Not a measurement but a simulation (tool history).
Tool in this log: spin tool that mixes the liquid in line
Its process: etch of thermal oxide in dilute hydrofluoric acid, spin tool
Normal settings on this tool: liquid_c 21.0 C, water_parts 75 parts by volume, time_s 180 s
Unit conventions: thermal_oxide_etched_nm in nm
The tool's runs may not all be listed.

run	hour	liquid_c	water_parts	time_s	read-back film thickness of the thermal oxide reference wafer, read on the same gauge (nm)	thermal_oxide_etched_nm
1	0.0	21.0	75	180	50.03	9.50
2	79.8	21.0	75	180	50.01	9.35
3	174.0	23.0	75	180	50.02	9.89
4	225.1	21.0	75	180	49.98	9.26
# hour 230.0: thermometer replaced
5	271.5	21.0	75	180	50.01	9.91
6	370.5	21.0	75	180	50.01	9.88
7	459.7	21.0	75	180	49.99	9.79
8	535.0	21.0	55	180	50.03	13.53
9	589.1	21.0	55	180	49.99	13.38
10	644.3	21.0	55	180	49.98	13.30
11	685.3	19.0	75	105	50.03	5.07
# hour 696.2: hydrofluoric acid flow meter replaced
12	750.5	19.0	75	105	50.03	4.94
13	811.6	21.0	75	180	50.00	9.00
# hour 895.2: thermometer replaced
14	901.2	24.0	75	180	50.01	11.46
# hour 964.2: gauge calibrated
15	1175.2	24.0	75	180	50.04	10.90
16	1249.0	21.0	75	210	49.99	11.25
17	1338.3	17.5	105	120	49.99	3.76
18	1424.3	19.0	100	105	50.02	3.65
19	1477.5	22.5	75	255	49.99	14.03
# hour 1533.1: thermometer replaced
20	1558.0	22.5	75	255	50.00	15.26
21	1602.0	22.5	75	285	50.02	17.00
22	1837.9	21.0	75	180	50.01	9.76
23	1883.7	25.5	75	225	50.01	14.43
24	1932.2	23.0	65	275	50.03	18.88
25	2001.0	17.5	105	120	49.99	3.80
26	2073.5	23.5	60	285	49.96	21.30
# hour 2158.2: thermometer replaced
27	2174.7	25.0	105	180	50.01	8.11
28	2244.3	21.0	50	80	49.99	6.97
# hour 2315.6: hydrofluoric acid flow meter replaced
29	2324.3	21.0	75	180	50.01	9.46
30	2400.9	21.0	105	260	50.01	9.54
31	2465.0	17.0	75	180	49.99	7.97
32	2541.7	21.0	75	225	50.00	11.81
33	2598.4	23.0	75	275	49.99	15.48
34	2695.0	19.0	55	180	50.01	11.78

Below, some changes in thermal_oxide_etched_nm between adjacent runs. For each, the amount present without the hidden state too (settings, incoming material, random variation) and the amount remaining for the hidden state with gauge scatter not shared by both compared results:
What the log doesn't record here: liquid colder than its thermometer reads (K); hydrofluoric acid flow above the setpoint (%); gauge reads high (%).
Run 4 -> 5: thermometer replaced. thermal_oxide_etched_nm +0.65 nm: hidden state +0.83, all else -0.18.
Run 19 -> 20: thermometer replaced. thermal_oxide_etched_nm +1.23 nm: hidden state +1.05, all else +0.18.
Run 24 -> 25: liquid_c 23.0 -> 17.5, water_parts 65 -> 105, time_s 275 -> 120. thermal_oxide_etched_nm -15.08 nm: hidden state +0.30, all else -15.38.
Run 25 -> 26: liquid_c 17.5 -> 23.5, water_parts 105 -> 60, time_s 120 -> 285. thermal_oxide_etched_nm +17.50 nm: hidden state -0.71, all else +18.21.
Run 26 -> 27: liquid_c 23.5 -> 25.0, water_parts 60 -> 105, time_s 285 -> 180, thermometer replaced. thermal_oxide_etched_nm -13.19 nm: hidden state +1.07, all else -14.26.

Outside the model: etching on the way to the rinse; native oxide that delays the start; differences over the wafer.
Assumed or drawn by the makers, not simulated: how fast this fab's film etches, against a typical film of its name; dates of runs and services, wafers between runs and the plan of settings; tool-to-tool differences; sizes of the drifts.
